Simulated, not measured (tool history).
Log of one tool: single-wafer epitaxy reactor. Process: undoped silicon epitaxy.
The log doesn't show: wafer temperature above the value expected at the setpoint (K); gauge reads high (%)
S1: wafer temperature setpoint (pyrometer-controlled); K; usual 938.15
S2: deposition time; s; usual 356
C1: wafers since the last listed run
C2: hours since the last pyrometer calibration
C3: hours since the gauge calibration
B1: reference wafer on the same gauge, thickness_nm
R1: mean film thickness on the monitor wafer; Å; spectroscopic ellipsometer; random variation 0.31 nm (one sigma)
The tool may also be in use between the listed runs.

| run | hour | S1 | S2 | C1 | C2 | C3 | B1 | R1 |
|---|---|---|---|---|---|---|---|---|
| 1 | 0.0 | 938.15 | 324 | 0 | 3129.9 | 22.9 | 82.673 | 738.29 |
| 2 | 14.6 | 938.15 | 324 | 73 | 3144.5 | 37.5 | 82.674 | 741.18 |
| 3 | 27.4 | 938.15 | 356 | 64 | 3157.3 | 50.3 | 82.615 | 818.03 |
| 4 | 43.0 | 938.15 | 356 | 78 | 3172.9 | 65.9 | 82.665 | 816.43 |
| 5 | 56.4 | 938.15 | 356 | 67 | 3186.3 | 79.3 | 82.594 | 810.88 |
| 6 | 63.4 | 946.15 | 356 | 35 | 3193.3 | 86.3 | 82.564 | 972.81 |
|  | 71.8 | pyrometer calibrated |
| 7 | 78.8 | 946.15 | 356 | 37 | 7.0 | 101.7 | 82.495 | 983.05 |
|  | 101.3 | gauge calibrated |
| 8 | 118.1 | 946.15 | 356 | 197 | 46.3 | 16.8 | 82.591 | 976.82 |
| 9 | 124.6 | 938.15 | 406 | 32 | 52.8 | 23.3 | 82.573 | 930.74 |
| 10 | 136.4 | 951.15 | 356 | 59 | 64.6 | 35.1 | 82.657 | 1092.40 |
| 11 | 150.3 | 947.15 | 356 | 70 | 78.5 | 49.0 | 82.591 | 999.80 |
| 12 | 161.0 | 934.15 | 399 | 53 | 89.2 | 59.7 | 82.621 | 829.57 |
| 13 | 171.6 | 938.15 | 356 | 53 | 99.8 | 70.3 | 82.715 | 816.00 |
| 14 | 187.3 | 948.15 | 294 | 79 | 115.5 | 86.0 | 82.541 | 843.14 |
| 15 | 202.3 | 948.15 | 295 | 75 | 130.5 | 101.0 | 82.457 | 846.18 |
| 16 | 211.5 | 950.15 | 316 | 46 | 139.7 | 110.2 | 82.647 | 948.09 |

4 ways to go on from here, each from the tool as it stands after run 16. What would each give?
| A | 212.0 | 932.15 | 356 | 2 | 140.2 | 110.7 | ? | ? |
| B | 212.0 | 928.15 | 356 | 2 | 140.2 | 110.7 | ? | ? |
| C | 212.0 | 948.15 | 376 | 2 | 140.2 | 110.7 | ? | ? |
| D | 212.0 | 938.15 | 286 | 2 | 140.2 | 110.7 | ? | ? |

| run | B1 | R1 |
|---|---|---|
| A | 82.563 | 710.20 |
| B | 82.563 | 646.75 |
| C | 82.563 | 1081.35 |
| D | 82.563 | 655.47 |
Without the tool's hidden state the same runs would have given:
| run | R1 |
|---|---|
| A | 710.20 |
| B | 646.75 |
| C | 1081.35 |
| D | 655.47 |
